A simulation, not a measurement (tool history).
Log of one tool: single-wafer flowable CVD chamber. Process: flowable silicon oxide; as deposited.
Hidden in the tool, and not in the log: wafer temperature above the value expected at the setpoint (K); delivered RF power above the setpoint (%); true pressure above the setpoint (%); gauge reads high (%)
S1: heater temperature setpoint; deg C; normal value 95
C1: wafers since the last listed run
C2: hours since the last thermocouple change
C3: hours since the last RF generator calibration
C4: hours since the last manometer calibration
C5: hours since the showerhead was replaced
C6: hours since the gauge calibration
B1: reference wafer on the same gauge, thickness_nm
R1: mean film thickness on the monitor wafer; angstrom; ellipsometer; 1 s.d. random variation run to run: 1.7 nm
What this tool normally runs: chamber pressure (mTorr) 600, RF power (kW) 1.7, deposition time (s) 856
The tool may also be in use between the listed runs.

run 1 hour=0 | S1=95 chamber_pressure_(mTorr)=600 RF_power_(kW)=1.855 deposition_time_(s)=856 | C1=0 C2=535.6 C3=2207.8 C4=1429.8 C5=7334.8 C6=594.1 | B1=341.174 | R1=3903.66
run 2 hour=17.3 | S1=95 chamber_pressure_(mTorr)=600 RF_power_(kW)=1.855 deposition_time_(s)=856 | C1=30 C2=552.9 C3=2225.1 C4=1447.1 C5=7352.1 C6=611.4 | B1=340.944 | R1=3934.89
-- hour=29.8 capacitance manometer re-zeroed and calibrated
run 3 hour=33.1 | S1=95 chamber_pressure_(mTorr)=600 RF_power_(kW)=1.7 deposition_time_(s)=856 | C1=13 C2=568.7 C3=2240.9 C4=3.3 C5=7367.9 C6=627.2 | B1=340.961 | R1=3757.97
run 4 hour=57.1 | S1=95 chamber_pressure_(mTorr)=600 RF_power_(kW)=1.7 deposition_time_(s)=856 | C1=41 C2=592.7 C3=2264.9 C4=27.3 C5=7391.9 C6=651.2 | B1=340.877 | R1=3775.17
run 5 hour=91.7 | S1=95 chamber_pressure_(mTorr)=600 RF_power_(kW)=1.7 deposition_time_(s)=856 | C1=60 C2=627.3 C3=2299.5 C4=61.9 C5=7426.5 C6=685.8 | B1=341.37 | R1=3829.23
run 6 hour=109.6 | S1=95 chamber_pressure_(mTorr)=600 RF_power_(kW)=1.7 deposition_time_(s)=856 | C1=31 C2=645.2 C3=2317.4 C4=79.8 C5=7444.4 C6=703.7 | B1=340.761 | R1=3825.65
run 7 hour=135.7 | S1=95 chamber_pressure_(mTorr)=600 RF_power_(kW)=1.7 deposition_time_(s)=856 | C1=45 C2=671.3 C3=2343.5 C4=105.9 C5=7470.5 C6=729.8 | B1=340.636 | R1=3816.74
run 8 hour=161.7 | S1=95 chamber_pressure_(mTorr)=600 RF_power_(kW)=1.7 deposition_time_(s)=856 | C1=45 C2=697.3 C3=2369.5 C4=131.9 C5=7496.5 C6=755.8 | B1=341.533 | R1=3826.35
run 9 hour=179.5 | S1=95 chamber_pressure_(mTorr)=600 RF_power_(kW)=1.7 deposition_time_(s)=856 | C1=30 C2=715.1 C3=2387.3 C4=149.7 C5=7514.3 C6=773.6 | B1=341.539 | R1=3795.03
run 10 hour=196.9 | S1=95 chamber_pressure_(mTorr)=542 RF_power_(kW)=1.7 deposition_time_(s)=856 | C1=30 C2=732.5 C3=2404.7 C4=167.1 C5=7531.7 C6=791 | B1=341.046 | R1=3443.28
-- hour=224.5 showerhead replaced
run 11 hour=232.9 | S1=95 chamber_pressure_(mTorr)=600 RF_power_(kW)=1.7 deposition_time_(s)=856 | C1=48 C2=768.5 C3=2440.7 C4=203.1 C5=8.4 C6=827 | B1=342.366 | R1=3770.01
run 12 hour=248.8 | S1=95 chamber_pressure_(mTorr)=600 RF_power_(kW)=1.7 deposition_time_(s)=856 | C1=27 C2=784.4 C3=2456.6 C4=219 C5=24.3 C6=842.9 | B1=341.834 | R1=3798.18
run 13 hour=270.5 | S1=95 chamber_pressure_(mTorr)=600 RF_power_(kW)=1.7 deposition_time_(s)=856 | C1=37 C2=806.1 C3=2478.3 C4=240.7 C5=46 C6=864.6 | B1=341.08 | R1=3805.71
-- hour=274.4 gauge calibrated
run 14 hour=290.6 | S1=83 chamber_pressure_(mTorr)=600 RF_power_(kW)=1.7 deposition_time_(s)=856 | C1=34 C2=826.2 C3=2498.4 C4=260.8 C5=66.1 C6=16.2 | B1=325.105 | R1=5116.83
run 15 hour=303.9 | S1=95 chamber_pressure_(mTorr)=600 RF_power_(kW)=1.7 deposition_time_(s)=856 | C1=23 C2=839.5 C3=2511.7 C4=274.1 C5=79.4 C6=29.5 | B1=326.579 | R1=3649.46
-- hour=315.5 RF generator calibrated
run 16 hour=336.8 | S1=88 chamber_pressure_(mTorr)=600 RF_power_(kW)=1.85 deposition_time_(s)=748 | C1=43 C2=872.4 C3=21.3 C4=307 C5=112.3 C6=62.4 | B1=327.271 | R1=4066.13
run 17 hour=364 | S1=95 chamber_pressure_(mTorr)=486 RF_power_(kW)=1.535 deposition_time_(s)=856 | C1=47 C2=899.6 C3=48.5 C4=334.2 C5=139.5 C6=89.6 | B1=328.106 | R1=2857.63
run 18 hour=384.9 | S1=95 chamber_pressure_(mTorr)=683 RF_power_(kW)=1.7 deposition_time_(s)=856 | C1=36 C2=920.5 C3=69.4 C4=355.1 C5=160.4 C6=110.5 | B1=329.126 | R1=4162.97
run 19 hour=457.7 | S1=86 chamber_pressure_(mTorr)=681 RF_power_(kW)=1.7 deposition_time_(s)=1012 | C1=126 C2=993.3 C3=142.2 C4=427.9 C5=233.2 C6=183.3 | B1=330.568 | R1=6410.75
run 20 hour=473.9 | S1=95 chamber_pressure_(mTorr)=567 RF_power_(kW)=1.7 deposition_time_(s)=856 | C1=28 C2=1009.5 C3=158.4 C4=444.1 C5=249.4 C6=199.5 | B1=330.97 | R1=3471.6
run 21 hour=500.8 | S1=95 chamber_pressure_(mTorr)=549 RF_power_(kW)=1.7 deposition_time_(s)=856 | C1=46 C2=1036.4 C3=185.3 C4=471 C5=276.3 C6=226.4 | B1=331.818 | R1=3384.86
-- hour=529 thermocouple changed; heater temperature recalibrated
run 22 hour=533.6 | S1=83 chamber_pressure_(mTorr)=479 RF_power_(kW)=1.395 deposition_time_(s)=789 | C1=43 C2=4.6 C3=218.1 C4=503.8 C5=309.1 C6=259.2 | B1=331.772 | R1=3475.85
run 23 hour=569.4 | S1=95 chamber_pressure_(mTorr)=600 RF_power_(kW)=1.415 deposition_time_(s)=856 | C1=62 C2=40.4 C3=253.9 C4=539.6 C5=344.9 C6=295 | B1=332.463 | R1=3366
run 24 hour=663.4 | S1=95 chamber_pressure_(mTorr)=600 RF_power_(kW)=1.46 deposition_time_(s)=856 | C1=163 C2=134.4 C3=347.9 C4=633.6 C5=438.9 C6=389 | B1=334.623 | R1=3456.29
run 25 hour=685.3 | S1=95 chamber_pressure_(mTorr)=728 RF_power_(kW)=1.955 deposition_time_(s)=995 | C1=38 C2=156.3 C3=369.8 C4=655.5 C5=460.8 C6=410.9 | B1=335.067 | R1=5535.02
run 26 hour=718.2 | S1=88 chamber_pressure_(mTorr)=600 RF_power_(kW)=1.7 deposition_time_(s)=856 | C1=57 C2=189.2 C3=402.7 C4=688.4 C5=493.7 C6=443.8 | B1=335.346 | R1=4583.2
run 27 hour=750.4 | S1=108 chamber_pressure_(mTorr)=600 RF_power_(kW)=1.985 deposition_time_(s)=782 | C1=55 C2=221.4 C3=434.9 C4=720.6 C5=525.9 C6=476 | B1=335.641 | R1=2436.86

5 ways to go on from here, each from the tool as it stands after run 27. What would each give?
run A hour=751 | S1=95 chamber_pressure_(mTorr)=600 RF_power_(kW)=1.88 deposition_time_(s)=856 | C1=1 C2=222 C3=435.5 C4=721.2 C5=526.5 C6=476.6 | B1=? | R1=?
run B hour=751 | S1=108 chamber_pressure_(mTorr)=461 RF_power_(kW)=1.99 deposition_time_(s)=856 | C1=1 C2=222 C3=435.5 C4=721.2 C5=526.5 C6=476.6 | B1=? | R1=?
run C hour=751 | S1=100 chamber_pressure_(mTorr)=600 RF_power_(kW)=2.02 deposition_time_(s)=761 | C1=1 C2=222 C3=435.5 C4=721.2 C5=526.5 C6=476.6 | B1=? | R1=?
run D hour=751 | S1=95 chamber_pressure_(mTorr)=600 RF_power_(kW)=1.465 deposition_time_(s)=714 | C1=1 C2=222 C3=435.5 C4=721.2 C5=526.5 C6=476.6 | B1=? | R1=?
run E hour=751 | S1=95 chamber_pressure_(mTorr)=667 RF_power_(kW)=1.7 deposition_time_(s)=856 | C1=1 C2=222 C3=435.5 C4=721.2 C5=526.5 C6=476.6 | B1=? | R1=?

run=A B1=335.146 R1=3911.08
run=B B1=335.146 R1=2082.56
run=C B1=335.146 R1=3056.92
run=D B1=335.146 R1=2904.85
run=E B1=335.146 R1=4184.38
Stripped of hidden state, with their random variation kept, the same runs would have yielded:
run=A R1=3798.66
run=B R1=2022.7
run=C R1=2969.05
run=D R1=2821.35
run=E R1=4064.1
